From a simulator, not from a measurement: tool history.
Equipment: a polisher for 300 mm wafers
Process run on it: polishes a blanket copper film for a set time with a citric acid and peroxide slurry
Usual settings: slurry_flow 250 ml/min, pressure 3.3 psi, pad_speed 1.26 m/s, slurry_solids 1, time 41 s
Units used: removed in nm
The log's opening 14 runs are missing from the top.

| run | hour | slurry_flow | pressure | pad_speed | slurry_solids | time | incoming thickness of the incoming film, nm | removed |
|---|---|---|---|---|---|---|---|---|
| 15 | 822.4 | 250 | 3.3 | 1.26 | 1 | 41 | 909.9 | 103.3 |
| 16 | 856.3 | 205 | 3.3 | 1.26 | 1.3 | 35 | 917.8 | 93.1 |
|  | 901.8 | slurry blender recalibrated |
|  | 909.5 | slurry nozzle cleaned |
| 17 | 922.3 | 250 | 3.3 | 1.26 | 1 | 41 | 926.2 | 112.8 |
| 18 | 959.5 | 250 | 3.3 | 1.26 | 1.1 | 41 | 915.3 | 119.2 |
| 19 | 1023.6 | 250 | 3.3 | 1.46 | 0.75 | 33 | 908.7 | 99.9 |
| 20 | 1070.3 | 250 | 3.3 | 1.26 | 1 | 41 | 916.7 | 114.5 |
|  | 1088.2 | worn pad replaced by a new one |
| 21 | 1140.4 | 250 | 2.5 | 1.26 | 1 | 41 | 917 | 92.4 |
| 22 | 1185.2 | 250 | 3.3 | 1.58 | 1.2 | 48 | 918.6 | 173.7 |
| 23 | 1212.5 | 300 | 3.7 | 1.06 | 1 | 37 | 910.9 | 94.6 |
| 24 | 1240.2 | 250 | 3.3 | 1.26 | 1 | 35 | 910.5 | 97.9 |
| 25 | 1271.1 | 250 | 3.3 | 1.26 | 1 | 41 | 913.3 | 110.1 |
|  | 1305.1 | head pressure recalibrated |
| 26 | 1305.6 | 305 | 3.3 | 1.26 | 1 | 41 | 890.9 | 111.3 |
| 27 | 1341.8 | 320 | 3.3 | 0.94 | 1.25 | 31 | 915.8 | 66.9 |
| 28 | 1381.5 | 175 | 4.4 | 1.26 | 1 | 41 | 901.8 | 128.5 |
| 29 | 1431.6 | 250 | 3.3 | 1.52 | 1.25 | 41 | 915.4 | 133.7 |
|  | 1445.3 | slurry blender recalibrated |
|  | 1457.3 | slurry nozzle cleaned |
| 30 | 1488.4 | 250 | 3.3 | 1.26 | 1 | 41 | 913.6 | 115.3 |

Alternative continuations, all from the tool just after run 30; predict every row:
| A | 1488.8 | 250 | 3.3 | 1.26 | 1 | 41 | 906.8 | ? |
| B | 1488.8 | 295 | 3.3 | 1.26 | 1.1 | 41 | 906.8 | ? |
| C | 1488.8 | 250 | 3.8 | 1.42 | 1 | 41 | 906.8 | ? |
| D | 1488.8 | 250 | 3.8 | 1.26 | 1.1 | 41 | 906.8 | ? |

| run | removed |
|---|---|
| A | 116.9 |
| B | 122.4 |
| C | 147.6 |
| D | 135.3 |
Without the tool's hidden state the same runs would have given:
| run | removed |
|---|---|
| A | 117.7 |
| B | 123.3 |
| C | 148.7 |
| D | 136.2 |

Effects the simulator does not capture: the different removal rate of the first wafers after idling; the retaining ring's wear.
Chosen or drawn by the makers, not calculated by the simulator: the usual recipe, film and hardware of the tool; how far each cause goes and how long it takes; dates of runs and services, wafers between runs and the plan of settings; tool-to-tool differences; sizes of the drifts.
